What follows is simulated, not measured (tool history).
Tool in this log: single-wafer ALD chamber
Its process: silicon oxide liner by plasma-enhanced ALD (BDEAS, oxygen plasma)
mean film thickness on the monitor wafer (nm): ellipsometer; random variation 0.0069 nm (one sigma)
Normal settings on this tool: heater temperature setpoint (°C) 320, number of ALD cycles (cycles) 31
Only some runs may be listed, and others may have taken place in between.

| run | hour | heater temperature setpoint (°C) | number of ALD cycles (cycles) | read-back reference wafer on the same gauge, thickness_nm | mean film thickness on the monitor wafer (nm) |
|---|---|---|---|---|---|
| 1 | 0.0 | 308 | 31 | 3.177 | 2.812 |
| 2 | 89.7 | 320 | 28 | 3.173 | 2.494 |
| 3 | 164.6 | 320 | 28 | 3.178 | 2.501 |
| 4 | 221.8 | 320 | 35 | 3.178 | 3.119 |
| 5 | 263.6 | 320 | 35 | 3.179 | 3.120 |
| 6 | 428.4 | 320 | 35 | 3.181 | 3.125 |
| 7 | 485.4 | 312 | 34 | 3.180 | 3.071 |
| 8 | 577.4 | 312 | 34 | 3.183 | 3.078 |
| 9 | 670.3 | 329 | 27 | 3.187 | 2.385 |
| 10 | 984.5 | 329 | 27 | 3.191 | 2.389 |
|  | 1041.6 | gauge calibrated |
| 11 | 1074.2 | 329 | 27 | 3.151 | 2.349 |
| 12 | 1171.7 | 308 | 31 | 3.151 | 2.794 |
| 13 | 1222.3 | 312 | 25 | 3.152 | 2.236 |
|  | 1264.2 | thermocouple changed; heater temperature recalibrated |
| 14 | 1274.4 | 320 | 25 | 3.155 | 2.227 |
| 15 | 1347.0 | 320 | 31 | 3.157 | 2.756 |
| 16 | 1408.3 | 333 | 36 | 3.157 | 3.145 |
| 17 | 1460.9 | 320 | 37 | 3.161 | 3.277 |
| 18 | 1532.5 | 314 | 34 | 3.158 | 3.032 |
| 19 | 1630.6 | 325 | 36 | 3.161 | 3.174 |
| 20 | 1671.4 | 320 | 31 | 3.163 | 2.750 |
| 21 | 1725.5 | 320 | 31 | 3.161 | 2.755 |
| 22 | 1793.6 | 315 | 36 | 3.162 | 3.216 |
| 23 | 1898.6 | 306 | 28 | 3.166 | 2.524 |

Branching from run 23: 5 alternative next runs. What would each branch give?
| A | 1899.0 | 332 | 31 | ? | ? |
| B | 1899.0 | 313 | 34 | ? | ? |
| C | 1899.0 | 333 | 33 | ? | ? |
| D | 1899.0 | 320 | 36 | ? | ? |
| E | 1899.0 | 313 | 29 | ? | ? |

| run | read-back reference wafer on the same gauge, thickness_nm | mean film thickness on the monitor wafer (nm) |
|---|---|---|
| A | 3.164 | 2.710 |
| B | 3.164 | 3.045 |
| C | 3.164 | 2.881 |
| D | 3.164 | 3.195 |
| E | 3.164 | 2.597 |
Stripped of hidden state, with their random variation kept, the same runs would have yielded:
| run | mean film thickness on the monitor wafer (nm) |
|---|---|
| A | 2.696 |
| B | 3.029 |
| C | 2.867 |
| D | 3.179 |
| E | 2.584 |
